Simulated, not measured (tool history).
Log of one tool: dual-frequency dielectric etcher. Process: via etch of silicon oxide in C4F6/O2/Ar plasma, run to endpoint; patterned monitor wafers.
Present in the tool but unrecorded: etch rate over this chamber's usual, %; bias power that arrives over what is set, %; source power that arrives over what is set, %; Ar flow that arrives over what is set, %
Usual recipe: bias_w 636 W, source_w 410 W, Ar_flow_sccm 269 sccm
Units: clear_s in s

run,hour,bias_w,source_w,Ar_flow_sccm,wafers since the last listed run,hours since the last wet clean,hours since the last bias power generator calibration,hours since the last source power generator calibration,hours since the last Ar flow controller change,hours since the last upper electrode change,"incoming incoming film thickness, nm",clear_s
1,0.0,519,490,269,0,618.0,3302.6,1761.5,1708.7,2160.2,129.3,24.9
2,75.9,519,490,269,828,693.9,3378.5,1837.4,1784.6,2236.1,131.0,25.1
# hour 135.1: wet clean of the chamber
3,171.6,519,490,269,782,36.5,3474.2,1933.1,1880.3,2331.8,129.0,24.7
4,220.4,636,410,269,532,85.3,3523.0,1981.9,1929.1,2380.6,130.7,24.3
5,260.1,636,410,269,433,125.0,3562.7,2021.6,1968.8,2420.3,128.7,24.0
6,362.0,636,410,269,1112,226.9,3664.6,2123.5,2070.7,2522.2,130.4,24.3
7,457.8,636,410,269,1045,322.7,3760.4,2219.3,2166.5,2618.0,129.7,24.1
# hour 509.8: bias power generator calibrated
8,559.5,636,410,269,1066,424.4,49.7,2321.0,2268.2,2719.7,131.2,24.5
9,644.9,636,410,240,932,509.8,135.1,2406.4,2353.6,2805.1,129.9,23.8
# hour 830.5: wet clean of the chamber
10,831.0,636,410,269,1769,0.5,321.2,2592.5,2539.7,2991.2,129.3,24.0
11,871.9,563,460,211,446,41.4,362.1,2633.4,2580.6,3032.1,129.5,24.0
12,1194.8,519,460,294,3523,364.3,685.0,2956.3,2903.5,3355.0,131.5,25.9
13,1274.6,636,410,269,870,444.1,764.8,3036.1,2983.3,3434.8,128.8,24.0
14,1320.9,636,410,269,505,490.4,811.1,3082.4,3029.6,3481.1,128.8,24.0
15,1415.4,519,460,294,1031,584.9,905.6,3176.9,3124.1,3575.6,130.8,25.7
16,1468.9,592,410,223,583,638.4,959.1,3230.4,3177.6,3629.1,129.4,24.4
# hour 1499.0: Ar flow controller replaced
# hour 1588.7: wet clean of the chamber
17,1589.2,636,500,314,985,0.5,1079.4,3350.7,90.2,3749.4,131.4,23.5
# hour 1659.5: source power generator calibrated
18,1663.5,636,410,269,767,74.8,1153.7,4.0,164.5,3823.7,128.7,24.0
19,1865.1,507,350,237,2200,276.4,1355.3,205.6,366.1,4025.3,130.5,27.4
# hour 1897.5: upper electrode replaced
20,1959.8,636,410,322,771,371.1,1450.0,300.3,460.8,62.3,129.7,24.6
21,2020.2,636,440,269,659,431.5,1510.4,360.7,521.2,122.7,129.9,23.6
22,2081.6,683,410,269,670,492.9,1571.8,422.1,582.6,184.1,130.7,23.7
23,2172.2,636,410,269,988,583.5,1662.4,512.7,673.2,274.7,129.6,24.1
24,2227.4,636,440,269,602,638.7,1717.6,567.9,728.4,329.9,129.4,23.7

Predict the results of run 25:
25,2293.2,636,410,269,718,704.5,1783.4,633.7,794.2,395.7,129.9,?

{"run 25": {"clear_s": 24.2}}
With no hidden state in the tool, this same run would have given clear_s 24.2 s.
